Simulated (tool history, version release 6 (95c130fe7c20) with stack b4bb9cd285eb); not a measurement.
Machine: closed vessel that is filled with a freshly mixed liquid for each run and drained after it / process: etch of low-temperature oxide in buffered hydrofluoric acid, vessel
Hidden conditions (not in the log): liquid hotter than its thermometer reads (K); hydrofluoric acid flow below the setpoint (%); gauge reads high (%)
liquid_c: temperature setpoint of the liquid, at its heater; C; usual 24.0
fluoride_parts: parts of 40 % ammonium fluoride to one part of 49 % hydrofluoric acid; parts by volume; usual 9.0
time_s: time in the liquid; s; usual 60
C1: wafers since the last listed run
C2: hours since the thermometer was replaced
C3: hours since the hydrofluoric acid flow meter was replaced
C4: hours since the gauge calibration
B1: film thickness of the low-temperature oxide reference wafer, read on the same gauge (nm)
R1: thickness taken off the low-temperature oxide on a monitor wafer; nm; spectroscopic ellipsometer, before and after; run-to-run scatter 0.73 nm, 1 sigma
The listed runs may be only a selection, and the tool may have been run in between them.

{"run": 1, "hour": 0.0, "liquid_c": 24.0, "fluoride_parts": 9.0, "time_s": 60, "C1": 0, "C2": 3229.9, "C3": 1164.0, "C4": 250.7, "B1": 70.0, "R1": 127.71}
{"run": 2, "hour": 32.9, "liquid_c": 20.0, "fluoride_parts": 9.0, "time_s": 60, "C1": 2077, "C2": 3262.8, "C3": 1196.9, "C4": 283.6, "B1": 69.99, "R1": 101.94}
{"run": 3, "hour": 50.2, "liquid_c": 20.0, "fluoride_parts": 9.0, "time_s": 60, "C1": 1092, "C2": 3280.1, "C3": 1214.2, "C4": 300.9, "B1": 70.04, "R1": 102.75}
{"run": 4, "hour": 84.4, "liquid_c": 20.0, "fluoride_parts": 9.0, "time_s": 60, "C1": 2159, "C2": 3314.3, "C3": 1248.4, "C4": 335.1, "B1": 70.02, "R1": 102.48}
{"run": 5, "hour": 96.6, "liquid_c": 24.0, "fluoride_parts": 9.0, "time_s": 60, "C1": 770, "C2": 3326.5, "C3": 1260.6, "C4": 347.3, "B1": 70.04, "R1": 127.14}
{"hour": 102.3, "done": "thermometer replaced"}
{"run": 6, "hour": 113.7, "liquid_c": 24.0, "fluoride_parts": 9.0, "time_s": 60, "C1": 1016, "C2": 11.4, "C3": 1277.7, "C4": 364.4, "B1": 70.01, "R1": 127.49}
{"run": 7, "hour": 147.1, "liquid_c": 24.0, "fluoride_parts": 9.0, "time_s": 60, "C1": 2108, "C2": 44.8, "C3": 1311.1, "C4": 397.8, "B1": 70.02, "R1": 127.31}
{"run": 8, "hour": 211.8, "liquid_c": 21.0, "fluoride_parts": 9.0, "time_s": 60, "C1": 4085, "C2": 109.5, "C3": 1375.8, "C4": 462.5, "B1": 69.98, "R1": 107.78}
{"run": 9, "hour": 246.8, "liquid_c": 24.0, "fluoride_parts": 7.0, "time_s": 70, "C1": 2209, "C2": 144.5, "C3": 1410.8, "C4": 497.5, "B1": 70.01, "R1": 183.18}
{"run": 10, "hour": 276.5, "liquid_c": 24.0, "fluoride_parts": 7.0, "time_s": 70, "C1": 1875, "C2": 174.2, "C3": 1440.5, "C4": 527.2, "B1": 70.01, "R1": 182.86}
{"run": 11, "hour": 292.5, "liquid_c": 24.0, "fluoride_parts": 9.0, "time_s": 60, "C1": 1010, "C2": 190.2, "C3": 1456.5, "C4": 543.2, "B1": 70.05, "R1": 124.25}
{"run": 12, "hour": 319.5, "liquid_c": 28.5, "fluoride_parts": 9.0, "time_s": 60, "C1": 1704, "C2": 217.2, "C3": 1483.5, "C4": 570.2, "B1": 70.02, "R1": 158.77}
{"run": 13, "hour": 337.0, "liquid_c": 24.0, "fluoride_parts": 6.5, "time_s": 30, "C1": 1104, "C2": 234.7, "C3": 1501.0, "C4": 587.7, "B1": 70.03, "R1": 84.87}
{"run": 14, "hour": 366.1, "liquid_c": 24.0, "fluoride_parts": 9.0, "time_s": 60, "C1": 1837, "C2": 263.8, "C3": 1530.1, "C4": 616.8, "B1": 69.97, "R1": 124.37}
{"run": 15, "hour": 393.4, "liquid_c": 25.5, "fluoride_parts": 11.0, "time_s": 50, "C1": 1723, "C2": 291.1, "C3": 1557.4, "C4": 644.1, "B1": 69.97, "R1": 92.42}
{"run": 16, "hour": 421.3, "liquid_c": 26.5, "fluoride_parts": 9.0, "time_s": 60, "C1": 1761, "C2": 319.0, "C3": 1585.3, "C4": 672.0, "B1": 70.02, "R1": 139.61}
{"run": 17, "hour": 436.5, "liquid_c": 26.5, "fluoride_parts": 5.5, "time_s": 90, "C1": 959, "C2": 334.2, "C3": 1600.5, "C4": 687.2, "B1": 69.98, "R1": 340.03}
{"hour": 444.5, "done": "hydrofluoric acid flow meter replaced"}
{"run": 18, "hour": 461.0, "liquid_c": 21.5, "fluoride_parts": 9.0, "time_s": 35, "C1": 1483, "C2": 358.7, "C3": 16.5, "C4": 711.7, "B1": 69.98, "R1": 70.4}
{"run": 19, "hour": 487.1, "liquid_c": 24.0, "fluoride_parts": 7.0, "time_s": 60, "C1": 1647, "C2": 384.8, "C3": 42.6, "C4": 737.8, "B1": 70.02, "R1": 178.41}
{"run": 20, "hour": 505.6, "liquid_c": 27.5, "fluoride_parts": 8.0, "time_s": 50, "C1": 1168, "C2": 403.3, "C3": 61.1, "C4": 756.3, "B1": 69.99, "R1": 154.81}
{"run": 21, "hour": 537.4, "liquid_c": 20.0, "fluoride_parts": 9.0, "time_s": 85, "C1": 2007, "C2": 435.1, "C3": 92.9, "C4": 788.1, "B1": 70.03, "R1": 154.67}
{"run": 22, "hour": 551.9, "liquid_c": 24.0, "fluoride_parts": 7.0, "time_s": 70, "C1": 915, "C2": 449.6, "C3": 107.4, "C4": 802.6, "B1": 70.01, "R1": 205.74}
{"hour": 567.1, "done": "gauge calibrated"}
{"run": 23, "hour": 572.6, "liquid_c": 19.5, "fluoride_parts": 10.0, "time_s": 30, "C1": 1306, "C2": 470.3, "C3": 128.1, "C4": 5.5, "B1": 70.03, "R1": 48.86}
{"run": 24, "hour": 600.7, "liquid_c": 20.0, "fluoride_parts": 9.0, "time_s": 80, "C1": 1774, "C2": 498.4, "C3": 156.2, "C4": 33.6, "B1": 70.0, "R1": 145.87}
{"run": 25, "hour": 634.9, "liquid_c": 22.0, "fluoride_parts": 8.0, "time_s": 60, "C1": 2159, "C2": 532.6, "C3": 190.4, "C4": 67.8, "B1": 70.0, "R1": 134.87}
{"run": 26, "hour": 666.1, "liquid_c": 24.0, "fluoride_parts": 9.0, "time_s": 60, "C1": 1969, "C2": 563.8, "C3": 221.6, "C4": 99.0, "B1": 69.98, "R1": 135.78}
{"run": 27, "hour": 680.9, "liquid_c": 21.0, "fluoride_parts": 9.0, "time_s": 85, "C1": 934, "C2": 578.6, "C3": 236.4, "C4": 113.8, "B1": 69.99, "R1": 163.93}
{"run": 28, "hour": 702.5, "liquid_c": 24.0, "fluoride_parts": 10.5, "time_s": 60, "C1": 1363, "C2": 600.2, "C3": 258.0, "C4": 135.4, "B1": 69.97, "R1": 119.72}
{"run": 29, "hour": 722.7, "liquid_c": 20.5, "fluoride_parts": 7.5, "time_s": 50, "C1": 1275, "C2": 620.4, "C3": 278.2, "C4": 155.6, "B1": 69.99, "R1": 112.63}
{"run": 30, "hour": 749.1, "liquid_c": 24.0, "fluoride_parts": 9.0, "time_s": 60, "C1": 1666, "C2": 646.8, "C3": 304.6, "C4": 182.0, "B1": 69.96, "R1": 136.33}
{"run": 31, "hour": 771.7, "liquid_c": 24.0, "fluoride_parts": 9.0, "time_s": 85, "C1": 1426, "C2": 669.4, "C3": 327.2, "C4": 204.6, "B1": 69.98, "R1": 189.92}
{"run": 32, "hour": 793.1, "liquid_c": 27.0, "fluoride_parts": 7.5, "time_s": 60, "C1": 1351, "C2": 690.8, "C3": 348.6, "C4": 226.0, "B1": 70.01, "R1": 189.36}
{"run": 33, "hour": 812.8, "liquid_c": 24.0, "fluoride_parts": 9.0, "time_s": 75, "C1": 1243, "C2": 710.5, "C3": 368.3, "C4": 245.7, "B1": 69.99, "R1": 169.45}

What if the next run were any one of these 3? Each begins from the tool's condition after run 33:
{"run": "A", "hour": 813.5, "liquid_c": 22.0, "fluoride_parts": 9.0, "time_s": 60, "C1": 44, "C2": 711.2, "C3": 369.0, "C4": 246.4, "B1": "?", "R1": "?"}
{"run": "B", "hour": 813.5, "liquid_c": 26.0, "fluoride_parts": 9.0, "time_s": 60, "C1": 44, "C2": 711.2, "C3": 369.0, "C4": 246.4, "B1": "?", "R1": "?"}
{"run": "C", "hour": 813.5, "liquid_c": 27.0, "fluoride_parts": 9.0, "time_s": 35, "C1": 44, "C2": 711.2, "C3": 369.0, "C4": 246.4, "B1": "?", "R1": "?"}

run=A B1=70.00 R1=120.87
run=B B1=70.00 R1=150.31
run=C B1=70.00 R1=92.51
Without the tool's unlogged condition, the same runs would have read:
run=A R1=124.40
run=B R1=154.70
run=C R1=95.21
